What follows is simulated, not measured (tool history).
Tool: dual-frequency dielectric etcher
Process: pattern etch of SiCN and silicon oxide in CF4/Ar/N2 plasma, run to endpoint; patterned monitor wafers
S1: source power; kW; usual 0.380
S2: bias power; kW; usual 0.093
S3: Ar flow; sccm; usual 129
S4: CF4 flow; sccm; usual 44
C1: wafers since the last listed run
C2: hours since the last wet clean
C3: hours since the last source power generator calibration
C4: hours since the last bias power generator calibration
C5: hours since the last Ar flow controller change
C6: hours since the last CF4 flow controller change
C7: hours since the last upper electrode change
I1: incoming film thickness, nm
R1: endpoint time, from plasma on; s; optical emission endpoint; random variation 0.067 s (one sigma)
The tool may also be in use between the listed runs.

Run 1, day 0.000: usual settings but S3 113 sccm; C1 0; C2 586.4; C3 3777.8; C4 3857.9; C5 4511.8; C6 4346.1; C7 2914.1; I1 15.60. Result: R1 18.9 s.
Run 2, day 0.712: usual settings but S3 113 sccm; C1 236; C2 603.5; C3 3794.9; C4 3875.0; C5 4528.9; C6 4363.2; C7 2931.2; I1 15.67. Result: R1 18.9 s.
Run 3, day 1.000: usual settings but S3 113 sccm; C1 95; C2 610.4; C3 3801.8; C4 3881.9; C5 4535.8; C6 4370.1; C7 2938.1; I1 15.45. Result: R1 18.6 s.
Run 4, day 1.750: usual settings but S4 48 sccm; C1 249; C2 628.4; C3 3819.8; C4 3899.9; C5 4553.8; C6 4388.1; C7 2956.1; I1 15.72. Result: R1 19.0 s.
Run 5, day 2.338: usual settings but S1 0.430 kW; C1 195; C2 642.5; C3 3833.9; C4 3914.0; C5 4567.9; C6 4402.2; C7 2970.2; I1 15.56. Result: R1 16.6 s.
Run 6, day 2.654: usual settings but S1 0.340 kW; C1 105; C2 650.1; C3 3841.5; C4 3921.6; C5 4575.5; C6 4409.8; C7 2977.8; I1 15.48. Result: R1 21.6 s.
At day 3.025: Ar flow controller replaced.
Run 7, day 3.400: usual settings but S4 50 sccm; C1 164; C2 668.0; C3 3859.4; C4 3939.5; C5 9.0; C6 4427.7; C7 2995.7; I1 15.91. Result: R1 19.1 s.
Run 8, day 3.904: usual settings but S2 0.108 kW, S3 100 sccm, S4 40 sccm; C1 167; C2 680.1; C3 3871.5; C4 3951.6; C5 21.1; C6 4439.8; C7 3007.8; I1 15.66. Result: R1 17.6 s.
Run 9, day 4.408: usual settings; C1 167; C2 692.2; C3 3883.6; C4 3963.7; C5 33.2; C6 4451.9; C7 3019.9; I1 15.68. Result: R1 19.1 s.
At day 5.442: wet clean of the chamber.
At day 5.483: source power generator calibrated.
At day 5.850: CF4 flow controller replaced.
At day 6.171: upper electrode replaced, of another model than before.
Run 10, day 6.192: usual settings but S2 0.103 kW, S3 143 sccm; C1 58; C2 18.0; C3 17.0; C4 4006.5; C5 76.0; C6 8.2; C7 0.5; I1 15.92. Result: R1 20.0 s.
Run 11, day 6.204: usual settings but S2 0.085 kW, S4 37 sccm; C1 4; C2 18.3; C3 17.3; C4 4006.8; C5 76.3; C6 8.5; C7 0.8; I1 15.61. Result: R1 21.3 s.
Run 12, day 6.217: usual settings; C1 4; C2 18.6; C3 17.6; C4 4007.1; C5 76.6; C6 8.8; C7 1.1; I1 15.60. Result: R1 20.1 s.
At day 6.571: bias power generator calibrated.
Run 13, day 7.758: usual settings but S2 0.110 kW, S4 53 sccm; C1 456; C2 55.6; C3 54.6; C4 28.5; C5 113.6; C6 45.8; C7 38.1; I1 15.39. Result: R1 18.2 s.
Run 14, day 8.462: usual settings but S3 118 sccm; C1 233; C2 72.5; C3 71.5; C4 45.4; C5 130.5; C6 62.7; C7 55.0; I1 15.51. Result: R1 19.7 s.

Forecast each of these 5 alternatives for the next run:
Run A, day 8.479: usual settings; C1 5; C2 72.9; C3 71.9; C4 45.8; C5 130.9; C6 63.1; C7 55.4; I1 15.73. Result: R1 ?.
Run B, day 8.479: usual settings but S1 0.450 kW, S4 35 sccm; C1 5; C2 72.9; C3 71.9; C4 45.8; C5 130.9; C6 63.1; C7 55.4; I1 15.73. Result: R1 ?.
Run C, day 8.479: usual settings but S2 0.101 kW; C1 5; C2 72.9; C3 71.9; C4 45.8; C5 130.9; C6 63.1; C7 55.4; I1 15.73. Result: R1 ?.
Run D, day 8.479: usual settings but S2 0.109 kW, S3 152 sccm; C1 5; C2 72.9; C3 71.9; C4 45.8; C5 130.9; C6 63.1; C7 55.4; I1 15.73. Result: R1 ?.
Run E, day 8.479: usual settings but S1 0.320 kW; C1 5; C2 72.9; C3 71.9; C4 45.8; C5 130.9; C6 63.1; C7 55.4; I1 15.73. Result: R1 ?.

run    R1
  A  20.1
  B  16.2
  C  19.5
  D  19.3
  E  26.8
Without the tool's hidden state the same runs would have given:
run    R1
  A  20.2
  B  16.3
  C  19.6
  D  19.4
  E  27.0
